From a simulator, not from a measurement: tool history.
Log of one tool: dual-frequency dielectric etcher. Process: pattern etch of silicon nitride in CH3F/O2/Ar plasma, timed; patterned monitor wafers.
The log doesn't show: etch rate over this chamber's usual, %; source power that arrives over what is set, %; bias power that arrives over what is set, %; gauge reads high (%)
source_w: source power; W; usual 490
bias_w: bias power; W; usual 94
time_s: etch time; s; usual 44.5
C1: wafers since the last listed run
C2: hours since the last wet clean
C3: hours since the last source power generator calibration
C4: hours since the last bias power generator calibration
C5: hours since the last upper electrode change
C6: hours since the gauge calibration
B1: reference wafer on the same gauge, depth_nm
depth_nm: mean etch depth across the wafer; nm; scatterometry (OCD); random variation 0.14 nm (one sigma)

{"run": 1, "hour": 0.0, "source_w": 490, "bias_w": 94, "time_s": 34.5, "C1": 0, "C2": 186, "C3": 2018.5, "C4": 3097.9, "C5": 2390.3, "C6": 316.8, "B1": 41.25, "depth_nm": 30.39}
{"run": 2, "hour": 26.3, "source_w": 490, "bias_w": 94, "time_s": 34.5, "C1": 473, "C2": 212.3, "C3": 2044.8, "C4": 3124.2, "C5": 2416.6, "C6": 343.1, "B1": 41.26, "depth_nm": 30.31}
{"run": 3, "hour": 47.2, "source_w": 490, "bias_w": 94, "time_s": 44.5, "C1": 376, "C2": 233.2, "C3": 2065.7, "C4": 3145.1, "C5": 2437.5, "C6": 364, "B1": 41.31, "depth_nm": 39.2}
{"run": 4, "hour": 59.6, "source_w": 490, "bias_w": 94, "time_s": 44.5, "C1": 223, "C2": 245.6, "C3": 2078.1, "C4": 3157.5, "C5": 2449.9, "C6": 376.4, "B1": 41.31, "depth_nm": 39.05}
{"run": 5, "hour": 74.4, "source_w": 490, "bias_w": 94, "time_s": 37, "C1": 266, "C2": 260.4, "C3": 2092.9, "C4": 3172.3, "C5": 2464.7, "C6": 391.2, "B1": 41.3, "depth_nm": 32.53}
{"run": 6, "hour": 101.8, "source_w": 490, "bias_w": 94, "time_s": 37, "C1": 493, "C2": 287.8, "C3": 2120.3, "C4": 3199.7, "C5": 2492.1, "C6": 418.6, "B1": 41.33, "depth_nm": 32.57}
{"hour": 108.0, "done": "gauge calibrated"}
{"run": 7, "hour": 131.0, "source_w": 490, "bias_w": 94, "time_s": 37, "C1": 526, "C2": 317, "C3": 2149.5, "C4": 3228.9, "C5": 2521.3, "C6": 23, "B1": 41.29, "depth_nm": 32.69}
{"run": 8, "hour": 157.9, "source_w": 400, "bias_w": 104, "time_s": 44.5, "C1": 484, "C2": 343.9, "C3": 2176.4, "C4": 3255.8, "C5": 2548.2, "C6": 49.9, "B1": 41.28, "depth_nm": 35.51}
{"hour": 189.4, "done": "bias power generator calibrated"}
{"hour": 193.4, "done": "upper electrode replaced"}
{"run": 9, "hour": 193.9, "source_w": 490, "bias_w": 94, "time_s": 44.5, "C1": 504, "C2": 379.9, "C3": 2212.4, "C4": 4.5, "C5": 0.5, "C6": 85.9, "B1": 41.31, "depth_nm": 39.4}
{"hour": 215.9, "done": "source power generator calibrated"}
{"hour": 231.9, "done": "wet clean of the chamber"}
{"run": 10, "hour": 232.4, "source_w": 580, "bias_w": 94, "time_s": 44.5, "C1": 332, "C2": 0.5, "C3": 16.5, "C4": 43, "C5": 39, "C6": 124.4, "B1": 41.3, "depth_nm": 43.15}
{"run": 11, "hour": 250.2, "source_w": 490, "bias_w": 94, "time_s": 44.5, "C1": 320, "C2": 18.3, "C3": 34.3, "C4": 60.8, "C5": 56.8, "C6": 142.2, "B1": 41.28, "depth_nm": 39.08}
{"run": 12, "hour": 285.6, "source_w": 370, "bias_w": 108, "time_s": 44.5, "C1": 637, "C2": 53.7, "C3": 69.7, "C4": 96.2, "C5": 92.2, "C6": 177.6, "B1": 41.28, "depth_nm": 34.31}
{"run": 13, "hour": 317.6, "source_w": 380, "bias_w": 82, "time_s": 32.5, "C1": 576, "C2": 85.7, "C3": 101.7, "C4": 128.2, "C5": 124.2, "C6": 209.6, "B1": 41.31, "depth_nm": 22.92}
{"run": 14, "hour": 342.1, "source_w": 380, "bias_w": 82, "time_s": 50.5, "C1": 441, "C2": 110.2, "C3": 126.2, "C4": 152.7, "C5": 148.7, "C6": 234.1, "B1": 41.31, "depth_nm": 35.7}

Forecast each of these 5 alternatives for the next run:
{"run": "A", "hour": 342.5, "source_w": 490, "bias_w": 94, "time_s": 51, "C1": 7, "C2": 110.6, "C3": 126.6, "C4": 153.1, "C5": 149.1, "C6": 234.5, "B1": "?", "depth_nm": "?"}
{"run": "B", "hour": 342.5, "source_w": 400, "bias_w": 79, "time_s": 55.5, "C1": 7, "C2": 110.6, "C3": 126.6, "C4": 153.1, "C5": 149.1, "C6": 234.5, "B1": "?", "depth_nm": "?"}
{"run": "C", "hour": 342.5, "source_w": 540, "bias_w": 94, "time_s": 44.5, "C1": 7, "C2": 110.6, "C3": 126.6, "C4": 153.1, "C5": 149.1, "C6": 234.5, "B1": "?", "depth_nm": "?"}
{"run": "D", "hour": 342.5, "source_w": 490, "bias_w": 109, "time_s": 57.5, "C1": 7, "C2": 110.6, "C3": 126.6, "C4": 153.1, "C5": 149.1, "C6": 234.5, "B1": "?", "depth_nm": "?"}
{"run": "E", "hour": 342.5, "source_w": 490, "bias_w": 71, "time_s": 50.5, "C1": 7, "C2": 110.6, "C3": 126.6, "C4": 153.1, "C5": 149.1, "C6": 234.5, "B1": "?", "depth_nm": "?"}

run=A B1=41.28 depth_nm=44.48
run=B B1=41.28 depth_nm=39.89
run=C B1=41.28 depth_nm=41.08
run=D B1=41.28 depth_nm=52.96
run=E B1=41.28 depth_nm=39.88
Without the tool's hidden state the same runs would have given:
run=A depth_nm=44.48
run=B depth_nm=39.89
run=C depth_nm=41.08
run=D depth_nm=52.96
run=E depth_nm=39.88
